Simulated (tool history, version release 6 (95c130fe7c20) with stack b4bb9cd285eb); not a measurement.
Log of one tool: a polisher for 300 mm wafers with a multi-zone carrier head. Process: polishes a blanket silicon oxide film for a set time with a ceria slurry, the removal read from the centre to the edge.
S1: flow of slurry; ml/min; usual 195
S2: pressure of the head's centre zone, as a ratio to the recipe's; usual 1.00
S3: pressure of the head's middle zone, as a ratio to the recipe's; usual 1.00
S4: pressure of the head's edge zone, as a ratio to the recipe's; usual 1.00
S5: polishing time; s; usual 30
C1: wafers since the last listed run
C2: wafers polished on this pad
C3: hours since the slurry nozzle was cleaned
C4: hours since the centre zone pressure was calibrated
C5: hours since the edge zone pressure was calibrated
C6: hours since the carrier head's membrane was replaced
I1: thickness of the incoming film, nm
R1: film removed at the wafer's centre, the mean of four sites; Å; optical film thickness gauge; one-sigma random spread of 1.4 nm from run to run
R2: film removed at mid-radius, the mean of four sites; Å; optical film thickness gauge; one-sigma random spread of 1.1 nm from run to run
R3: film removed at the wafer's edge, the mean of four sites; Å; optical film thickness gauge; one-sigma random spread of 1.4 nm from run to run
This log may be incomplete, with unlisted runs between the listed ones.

| run | day | S1 | S2 | S3 | S4 | S5 | C1 | C2 | C3 | C4 | C5 | C6 | I1 | R1 | R2 | R3 |
|---|---|---|---|---|---|---|---|---|---|---|---|---|---|---|---|---|
| 1 | 0.000 | 195 | 1.00 | 1.08 | 1.00 | 36 | 0 | 781 | 558.0 | 56.1 | 8.7 | 82.4 | 749.2 | 1242 | 1376 | 1262 |
|  | 2.325 | worn pad replaced by a new one |
| 2 | 2.346 | 195 | 1.00 | 1.00 | 1.00 | 30 | 569 | 5 | 614.3 | 112.4 | 65.0 | 138.7 | 774.1 | 1017 | 1002 | 1022 |
| 3 | 2.512 | 195 | 1.00 | 1.00 | 1.00 | 30 | 43 | 48 | 618.3 | 116.4 | 69.0 | 142.7 | 759.4 | 1011 | 996 | 1047 |
| 4 | 3.204 | 260 | 1.00 | 1.09 | 1.00 | 30 | 180 | 229 | 634.9 | 133.0 | 85.6 | 159.3 | 764.1 | 1073 | 1192 | 1083 |
| 5 | 5.438 | 155 | 1.00 | 1.00 | 1.00 | 30 | 583 | 812 | 688.5 | 186.6 | 139.2 | 212.9 | 761.7 | 915 | 914 | 971 |
| 6 | 6.133 | 250 | 0.88 | 1.00 | 1.00 | 35 | 181 | 994 | 705.2 | 203.3 | 155.9 | 229.6 | 754.5 | 1132 | 1211 | 1234 |
| 7 | 6.462 | 230 | 1.00 | 1.00 | 1.00 | 36 | 85 | 1080 | 713.1 | 211.2 | 163.8 | 237.5 | 755.7 | 1196 | 1223 | 1263 |
| 8 | 7.154 | 195 | 1.07 | 1.09 | 1.00 | 30 | 180 | 1261 | 729.7 | 227.8 | 180.4 | 254.1 | 755.5 | 990 | 1050 | 988 |
|  | 7.400 | worn pad replaced by a new one |
| 9 | 7.738 | 150 | 1.00 | 0.92 | 1.00 | 30 | 108 | 87 | 743.7 | 241.8 | 194.4 | 268.1 | 759.3 | 866 | 794 | 927 |
| 10 | 8.142 | 145 | 0.93 | 0.90 | 1.00 | 38 | 105 | 193 | 753.4 | 251.5 | 204.1 | 277.8 | 767.4 | 1007 | 944 | 1169 |
|  | 8.775 | slurry nozzle cleaned |
| 11 | 8.862 | 195 | 1.00 | 1.00 | 1.00 | 30 | 177 | 370 | 2.1 | 268.8 | 221.4 | 295.1 | 751.3 | 1071 | 1103 | 1097 |
| 12 | 9.392 | 195 | 1.00 | 1.00 | 1.00 | 30 | 138 | 509 | 14.8 | 281.5 | 234.1 | 307.8 | 761.6 | 1101 | 1100 | 1088 |
| 13 | 9.733 | 240 | 0.92 | 1.07 | 1.07 | 30 | 89 | 598 | 23.0 | 289.7 | 242.3 | 316.0 | 764.8 | 1093 | 1212 | 1142 |
| 14 | 10.388 | 195 | 0.95 | 1.00 | 1.00 | 30 | 170 | 769 | 38.7 | 305.4 | 258.0 | 331.7 | 751.4 | 1048 | 1091 | 1083 |
| 15 | 10.950 | 195 | 0.92 | 0.97 | 1.00 | 30 | 146 | 916 | 52.2 | 318.9 | 271.5 | 345.2 | 764.2 | 1062 | 1052 | 1071 |
| 16 | 11.683 | 195 | 1.00 | 1.00 | 1.00 | 30 | 191 | 1107 | 69.8 | 336.5 | 289.1 | 362.8 | 758.9 | 1103 | 1071 | 1093 |
|  | 11.942 | worn pad replaced by a new one |
| 17 | 12.375 | 135 | 0.89 | 1.00 | 0.95 | 30 | 137 | 113 | 86.4 | 353.1 | 305.7 | 379.4 | 757.5 | 935 | 993 | 1023 |
| 18 | 13.192 | 240 | 1.06 | 0.88 | 1.07 | 30 | 213 | 326 | 106.0 | 372.7 | 325.3 | 399.0 | 765.1 | 1168 | 954 | 1123 |
| 19 | 13.775 | 195 | 1.00 | 1.00 | 1.00 | 30 | 152 | 478 | 120.0 | 386.7 | 339.3 | 413.0 | 762.9 | 1134 | 1057 | 1079 |
| 20 | 14.308 | 150 | 1.12 | 1.00 | 1.00 | 30 | 139 | 618 | 132.8 | 399.5 | 352.1 | 425.8 | 752.6 | 1130 | 1042 | 1038 |
| 21 | 14.608 | 225 | 1.00 | 1.00 | 0.93 | 37 | 78 | 696 | 140.0 | 406.7 | 359.3 | 433.0 | 759.7 | 1397 | 1352 | 1294 |

Consider 5 possible next runs. They are alternatives, not a sequence: every one starts from the tool as it was left by run 21. What does each give?
| A | 14.625 | 195 | 1.00 | 1.00 | 1.00 | 21 | 4 | 700 | 140.4 | 407.1 | 359.7 | 433.4 | 762.0 | ? | ? | ? |
| B | 14.625 | 195 | 1.04 | 1.00 | 1.00 | 30 | 4 | 700 | 140.4 | 407.1 | 359.7 | 433.4 | 762.0 | ? | ? | ? |
| C | 14.625 | 145 | 0.91 | 0.89 | 1.00 | 30 | 4 | 700 | 140.4 | 407.1 | 359.7 | 433.4 | 762.0 | ? | ? | ? |
| D | 14.625 | 195 | 1.00 | 0.95 | 0.96 | 30 | 4 | 700 | 140.4 | 407.1 | 359.7 | 433.4 | 762.0 | ? | ? | ? |
| E | 14.625 | 195 | 1.00 | 1.11 | 1.07 | 30 | 4 | 700 | 140.4 | 407.1 | 359.7 | 433.4 | 762.0 | ? | ? | ? |

| run | R1 | R2 | R3 |
|---|---|---|---|
| A | 770 | 766 | 768 |
| B | 1130 | 1095 | 1097 |
| C | 964 | 901 | 1053 |
| D | 1099 | 1032 | 1085 |
| E | 1101 | 1233 | 1116 |
Without the tool's unlogged condition, the same runs would have read:
| run | R1 | R2 | R3 |
|---|---|---|---|
| A | 775 | 771 | 771 |
| B | 1137 | 1101 | 1101 |
| C | 972 | 908 | 1058 |
| D | 1106 | 1038 | 1090 |
| E | 1108 | 1240 | 1121 |
